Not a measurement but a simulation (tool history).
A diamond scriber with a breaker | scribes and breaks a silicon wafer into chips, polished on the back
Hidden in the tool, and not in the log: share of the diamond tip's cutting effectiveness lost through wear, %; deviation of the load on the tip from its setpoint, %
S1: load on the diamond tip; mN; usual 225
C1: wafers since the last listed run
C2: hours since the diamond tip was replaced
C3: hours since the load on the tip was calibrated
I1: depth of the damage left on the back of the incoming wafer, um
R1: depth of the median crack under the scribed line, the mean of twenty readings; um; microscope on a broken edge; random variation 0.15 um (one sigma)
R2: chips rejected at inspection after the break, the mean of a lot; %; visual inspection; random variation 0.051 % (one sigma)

{"run": 1, "hour": 0.0, "S1": 225, "C1": 0, "C2": 864.2, "C3": 1028.1, "I1": 0.03, "R1": 13.54, "R2": 1.97}
{"run": 2, "hour": 64.2, "S1": 225, "C1": 171, "C2": 928.4, "C3": 1092.3, "I1": 0.04, "R1": 13.33, "R2": 1.85}
{"run": 3, "hour": 86.5, "S1": 225, "C1": 59, "C2": 950.7, "C3": 1114.6, "I1": 0.04, "R1": 13.75, "R2": 1.87}
{"run": 4, "hour": 121.2, "S1": 225, "C1": 92, "C2": 985.4, "C3": 1149.3, "I1": 0.05, "R1": 13.58, "R2": 1.78}
{"run": 5, "hour": 153.5, "S1": 225, "C1": 86, "C2": 1017.7, "C3": 1181.6, "I1": 0.02, "R1": 13.67, "R2": 1.79}
{"run": 6, "hour": 182.4, "S1": 225, "C1": 77, "C2": 1046.6, "C3": 1210.5, "I1": 0.04, "R1": 13.45, "R2": 1.8}
{"hour": 188.0, "done": "diamond tip replaced by a new one"}
{"run": 7, "hour": 213.6, "S1": 225, "C1": 78, "C2": 25.6, "C3": 1241.7, "I1": 0.05, "R1": 15.18, "R2": 2.25}
{"run": 8, "hour": 244.6, "S1": 255, "C1": 82, "C2": 56.6, "C3": 1272.7, "I1": 0.04, "R1": 16.53, "R2": 5.33}
{"run": 9, "hour": 280.0, "S1": 268, "C1": 94, "C2": 92.0, "C3": 1308.1, "I1": 0.01, "R1": 17.02, "R2": 6.89}
{"hour": 285.9, "done": "load on the tip recalibrated"}
{"run": 10, "hour": 296.5, "S1": 268, "C1": 38, "C2": 108.5, "C3": 10.6, "I1": 0.04, "R1": 15.16, "R2": 1.78}
{"run": 11, "hour": 332.5, "S1": 161, "C1": 96, "C2": 144.5, "C3": 46.6, "I1": 0.03, "R1": 10.08, "R2": 16.83}

The next listed run, before its measurement:
{"run": 12, "hour": 366.3, "S1": 177, "C1": 90, "C2": 178.3, "C3": 80.4, "I1": 0.05, "R1": "?", "R2": "?"}

R1: 10.97 um
R2: 11.94 %
Without the tool's hidden state the same run would have given R1 12.02 um, R2 6.23 %.
